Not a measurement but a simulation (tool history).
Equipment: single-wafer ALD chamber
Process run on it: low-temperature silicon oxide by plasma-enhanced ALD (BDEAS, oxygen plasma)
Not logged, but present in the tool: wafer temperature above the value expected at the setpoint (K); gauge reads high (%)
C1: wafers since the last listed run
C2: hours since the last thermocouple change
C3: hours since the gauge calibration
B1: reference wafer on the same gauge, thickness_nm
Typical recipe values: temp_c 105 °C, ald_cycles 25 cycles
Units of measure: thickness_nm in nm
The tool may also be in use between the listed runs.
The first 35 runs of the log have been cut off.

{"run": 36, "hour": 437.2, "temp_c": 105, "ald_cycles": 27, "C1": 96, "C2": 193.1, "C3": 159.4, "B1": 4.183, "thickness_nm": 3.893}
{"run": 37, "hour": 444.8, "temp_c": 100, "ald_cycles": 25, "C1": 106, "C2": 200.7, "C3": 167, "B1": 4.182, "thickness_nm": 3.648}
{"run": 38, "hour": 452.9, "temp_c": 105, "ald_cycles": 25, "C1": 113, "C2": 208.8, "C3": 175.1, "B1": 4.183, "thickness_nm": 3.631}
{"run": 39, "hour": 469.9, "temp_c": 116, "ald_cycles": 25, "C1": 238, "C2": 225.8, "C3": 192.1, "B1": 4.187, "thickness_nm": 3.579}
{"run": 40, "hour": 479.7, "temp_c": 105, "ald_cycles": 26, "C1": 137, "C2": 235.6, "C3": 201.9, "B1": 4.19, "thickness_nm": 3.765}
{"run": 41, "hour": 492.7, "temp_c": 105, "ald_cycles": 21, "C1": 182, "C2": 248.6, "C3": 214.9, "B1": 4.186, "thickness_nm": 3.038}
{"run": 42, "hour": 506.4, "temp_c": 105, "ald_cycles": 25, "C1": 192, "C2": 262.3, "C3": 228.6, "B1": 4.189, "thickness_nm": 3.637}
{"run": 43, "hour": 516.1, "temp_c": 105, "ald_cycles": 25, "C1": 136, "C2": 272, "C3": 238.3, "B1": 4.193, "thickness_nm": 3.63}
{"run": 44, "hour": 530.9, "temp_c": 113, "ald_cycles": 29, "C1": 207, "C2": 286.8, "C3": 253.1, "B1": 4.193, "thickness_nm": 4.151}
{"run": 45, "hour": 541.4, "temp_c": 105, "ald_cycles": 25, "C1": 147, "C2": 297.3, "C3": 263.6, "B1": 4.194, "thickness_nm": 3.636}

Below are 5 alternative next runs, each starting from the tool's condition after run 45. Predict each:
{"run": "A", "hour": 541.8, "temp_c": 105, "ald_cycles": 28, "C1": 5, "C2": 297.7, "C3": 264, "B1": "?", "thickness_nm": "?"}
{"run": "B", "hour": 541.8, "temp_c": 95, "ald_cycles": 29, "C1": 5, "C2": 297.7, "C3": 264, "B1": "?", "thickness_nm": "?"}
{"run": "C", "hour": 541.8, "temp_c": 110, "ald_cycles": 29, "C1": 5, "C2": 297.7, "C3": 264, "B1": "?", "thickness_nm": "?"}
{"run": "D", "hour": 541.8, "temp_c": 112, "ald_cycles": 28, "C1": 5, "C2": 297.7, "C3": 264, "B1": "?", "thickness_nm": "?"}
{"run": "E", "hour": 541.8, "temp_c": 120, "ald_cycles": 23, "C1": 5, "C2": 297.7, "C3": 264, "B1": "?", "thickness_nm": "?"}

run=A B1=4.194 thickness_nm=4.058
run=B B1=4.194 thickness_nm=4.302
run=C B1=4.194 thickness_nm=4.169
run=D B1=4.194 thickness_nm=4.012
run=E B1=4.194 thickness_nm=3.252
With no hidden state in the tool, these same runs would have given:
run=A thickness_nm=4.034
run=B thickness_nm=4.276
run=C thickness_nm=4.144
run=D thickness_nm=3.988
run=E thickness_nm=3.233
